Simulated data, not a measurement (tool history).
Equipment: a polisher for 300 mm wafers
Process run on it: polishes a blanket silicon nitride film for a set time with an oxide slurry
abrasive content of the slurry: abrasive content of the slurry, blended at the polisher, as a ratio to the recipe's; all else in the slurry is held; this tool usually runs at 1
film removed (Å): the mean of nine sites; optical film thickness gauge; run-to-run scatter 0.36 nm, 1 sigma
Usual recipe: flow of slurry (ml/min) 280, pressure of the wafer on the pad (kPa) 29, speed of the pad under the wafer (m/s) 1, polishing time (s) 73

run	hour	flow of slurry (ml/min)	pressure of the wafer on the pad (kPa)	speed of the pad under the wafer (m/s)	abrasive content of the slurry	polishing time (s)	wafers since the last listed run	wafers polished on this pad	hours since the slurry nozzle was cleaned	hours since the head pressure was calibrated	hours since the slurry blender was calibrated	hours since the conditioning disc was replaced	incoming thickness of the incoming film, nm	film removed (Å)
1	0	280	29	1	1	73	0	218	415.9	332.1	119.2	19.6	358.8	527
2	21.9	280	29	1	1	73	151	370	437.8	354	141.1	41.5	360.4	529
3	39.7	280	29	1	1	73	123	493	455.6	371.8	158.9	59.3	359.7	520
4	65.2	300	29	1	0.9	73	176	669	481.1	397.3	184.4	84.8	362.2	496
# hour 99.9: worn pad replaced by a new one
5	100.4	280	29	1	1	73	215	3	516.3	432.5	219.6	120	365	505
# hour 112: conditioning disc replaced and pad reconditioned
6	128.2	280	29	1	1	73	178	181	544.1	460.3	247.4	16.2	357.4	515
# hour 139.3: slurry blender recalibrated
7	146.3	280	29	1	1	73	111	293	562.2	478.4	7	34.3	364.8	546
# hour 149.4: slurry nozzle cleaned
8	164.8	280	29	1	1	73	121	414	15.4	496.9	25.5	52.8	364.6	545
# hour 187.1: head pressure recalibrated
9	199.8	280	24.8	0.78	0.9	84	228	642	50.4	12.7	60.5	87.8	357.5	423
10	229.3	280	29	0.7	1	73	204	846	79.9	42.2	90	117.3	354.3	398
11	243.2	280	24.8	0.78	0.9	84	96	942	93.8	56.1	103.9	131.2	362.1	409
# hour 248: worn pad replaced by a new one
# hour 254.3: conditioning disc replaced and pad reconditioned
12	264.7	280	29	1.12	0.85	73	107	101	115.3	77.6	125.4	10.4	361.8	546
13	285.3	325	29	0.86	0.85	81	142	244	135.9	98.2	146	31	355.8	500
14	307.1	280	31.7	0.7	1	73	150	395	157.7	120	167.8	52.8	362.7	430
15	321.6	280	29	1	1	73	100	495	172.2	134.5	182.3	67.3	359.1	518
16	338	340	22.8	1.24	1	49	113	609	188.6	150.9	198.7	83.7	362.4	332
17	353	280	29	1	1	73	103	712	203.6	165.9	213.7	98.7	364.7	506

Below are 4 alternative next runs, each starting from the tool's condition after run 17. Predict each:
A	353.4	280	29	1	1	73	2	715	204	166.3	214.1	99.1	360.8	?
B	353.4	280	22.1	1	1	73	2	715	204	166.3	214.1	99.1	360.8	?
C	353.4	280	24.8	1.1	1	84	2	715	204	166.3	214.1	99.1	360.8	?
D	353.4	365	29	1	0.9	73	2	715	204	166.3	214.1	99.1	360.8	?

run	film removed (Å)
A	500
B	383
C	533
D	495
Without the tool's unlogged condition, the same runs would have read:
run	film removed (Å)
A	546
B	416
C	581
D	541
